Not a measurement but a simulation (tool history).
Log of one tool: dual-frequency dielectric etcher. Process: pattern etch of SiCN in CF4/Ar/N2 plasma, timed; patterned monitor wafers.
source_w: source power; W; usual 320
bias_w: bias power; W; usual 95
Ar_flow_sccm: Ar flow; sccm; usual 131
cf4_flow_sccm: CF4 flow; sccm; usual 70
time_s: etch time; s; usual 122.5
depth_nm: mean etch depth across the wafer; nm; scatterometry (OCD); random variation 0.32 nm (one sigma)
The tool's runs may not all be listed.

run	hour	source_w	bias_w	Ar_flow_sccm	cf4_flow_sccm	time_s	read-back reference wafer on the same gauge, depth_nm	depth_nm
1	0.0	320	78	131	70	122.5	90.8	71.4
2	22.1	320	80	131	74	122.5	90.8	73.2
3	49.5	320	80	131	74	122.5	90.8	73.2
4	82.3	320	95	131	62	122.5	90.9	77.7
# hour 101.2: bias power generator calibrated
5	101.7	280	95	131	78	122.5	90.9	73.5
6	117.5	280	95	131	78	122.5	90.9	72.8
7	133.6	280	95	131	78	122.5	90.8	72.9
# hour 163.2: CF4 flow controller replaced
8	163.7	320	95	131	70	122.5	90.7	78.4
9	178.4	320	95	131	70	122.5	90.8	77.9
# hour 216.2: wet clean of the chamber
10	216.7	320	95	131	85	122.5	90.8	83.5
11	231.8	320	95	115	76	122.5	90.9	82.9
# hour 269.2: upper electrode replaced, of another model than before
12	269.7	250	95	131	70	146.5	90.9	70.1
13	270.0	320	95	131	84	122.5	90.7	81.6
14	277.9	320	95	160	70	122.5	90.8	78.2
15	295.5	320	86	131	70	122.5	90.7	74.5
# hour 319.2: source power generator calibrated
# hour 334.6: Ar flow controller replaced
16	355.8	280	95	131	70	122.5	90.8	67.2
# hour 372.8: gauge calibrated
17	383.7	320	95	131	70	122.5	90.8	78.8
18	406.1	400	95	131	70	122.5	90.9	101.2
19	420.0	350	95	131	70	139.5	90.8	99.2
20	474.9	320	73	148	70	97.0	90.7	48.8
21	509.1	250	95	114	59	103.5	90.8	47.5
22	528.0	320	95	131	70	122.5	90.7	77.4

What the log doesn't show, run by run:
source power that arrives over what is set, %: 0 in every run
bias power that arrives over what is set, %: 0 in every run
Ar flow that arrives over what is set, %: 0 in every run
CF4 flow that arrives over what is set, %: 0 in every run
gauge reads high (%): 0 in every run
H1: etch rate over this chamber's usual, %
run	H1
1	-1.41
2	-1.68
3	-2
4	-2.39
5	-2.62
6	-2.81
7	-3
8	-3.36
9	-3.53
10	-0.534
11	-0.714
12	-1.16
13	-1.17
14	-1.26
15	-1.47
16	-2.19
17	-2.52
18	-2.79
19	-2.95
20	-3.6
21	-4.01
22	-4.24
